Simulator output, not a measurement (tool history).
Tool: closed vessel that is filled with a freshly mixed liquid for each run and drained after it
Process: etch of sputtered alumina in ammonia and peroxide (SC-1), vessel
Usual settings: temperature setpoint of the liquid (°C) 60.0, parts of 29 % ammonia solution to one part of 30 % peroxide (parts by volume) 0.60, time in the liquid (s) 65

run,day,temperature setpoint of the liquid (°C),parts of 29 % ammonia solution to one part of 30 % peroxide (parts by volume),time in the liquid (s),wafers since the last listed run,hours since the thermometer was replaced,hours since the ammonia flow meter was replaced,hours since the drum of ammonia solution was connected,hours since the gauge calibration,"read-back film thickness of the sputtered alumina reference wafer, read on the same gauge (nm)",thickness taken off the sputtered alumina on a monitor wafer (nm)
1,0.000,60.0,0.45,55,0,802.6,15.1,378.2,778.9,140.01,4.67
2,2.988,60.0,0.45,55,6628,874.3,86.8,449.9,850.6,140.01,4.67
3,6.229,60.0,0.45,55,7192,952.1,164.6,527.7,928.4,139.98,4.68
# day 7.212: new drum of ammonia solution connected
4,10.500,60.0,0.60,45,9383,1054.6,267.1,78.9,1030.9,139.98,3.95
5,21.375,60.0,0.60,45,24129,1315.6,528.1,339.9,1291.9,139.99,3.97
# day 30.412: new drum of ammonia solution connected
6,34.808,60.0,0.60,45,29713,1638.0,850.5,105.5,1614.3,140.02,4.01
# day 38.904: gauge calibrated
7,39.042,60.0,0.60,65,9392,1739.6,952.1,207.1,3.3,140.01,5.78
# day 46.521: thermometer replaced
8,49.704,60.0,0.60,90,23565,76.4,1208.0,463.0,259.2,140.01,7.71
# day 50.321: new drum of ammonia solution connected
9,51.329,60.0,0.60,30,3513,115.4,1247.0,24.2,298.2,139.99,2.56
10,53.088,60.0,0.80,65,3901,157.6,1289.2,66.4,340.4,139.98,5.69
11,56.904,60.0,0.50,30,8468,249.2,1380.8,158.0,432.0,140.01,2.52
12,59.167,60.0,0.35,50,5020,303.5,1435.1,212.3,486.3,140.02,4.11
13,62.717,54.0,0.60,45,7876,388.7,1520.3,297.5,571.5,140.02,2.83
14,66.958,60.0,0.35,50,9411,490.5,1622.1,399.3,673.3,140.02,4.09
# day 67.075: ammonia flow meter replaced
# day 67.921: new drum of ammonia solution connected
15,78.779,60.0,0.35,85,26043,774.2,280.9,260.6,957.0,139.99,6.99
16,82.725,60.0,0.60,65,8755,868.9,375.6,355.3,1051.7,140.00,5.67
17,84.504,60.0,0.60,65,3947,911.6,418.3,398.0,1094.4,139.99,5.73

5 ways to go on from here, each from the tool as it stands after run 17. What would each give?
A,84.533,60.0,0.60,65,64,912.3,419.0,398.7,1095.1,?,?
B,84.533,66.5,0.60,90,64,912.3,419.0,398.7,1095.1,?,?
C,84.533,52.0,0.75,105,64,912.3,419.0,398.7,1095.1,?,?
D,84.533,67.5,0.50,105,64,912.3,419.0,398.7,1095.1,?,?
E,84.533,54.5,0.70,30,64,912.3,419.0,398.7,1095.1,?,?

run,"read-back film thickness of the sputtered alumina reference wafer, read on the same gauge (nm)",thickness taken off the sputtered alumina on a monitor wafer (nm)
A,140.00,5.71
B,140.00,10.95
C,140.00,6.19
D,140.00,13.19
E,140.00,2.01
Without the tool's hidden state the same runs would have given:
run,thickness taken off the sputtered alumina on a monitor wafer (nm)
A,5.61
B,10.77
C,6.07
D,12.97
E,1.97
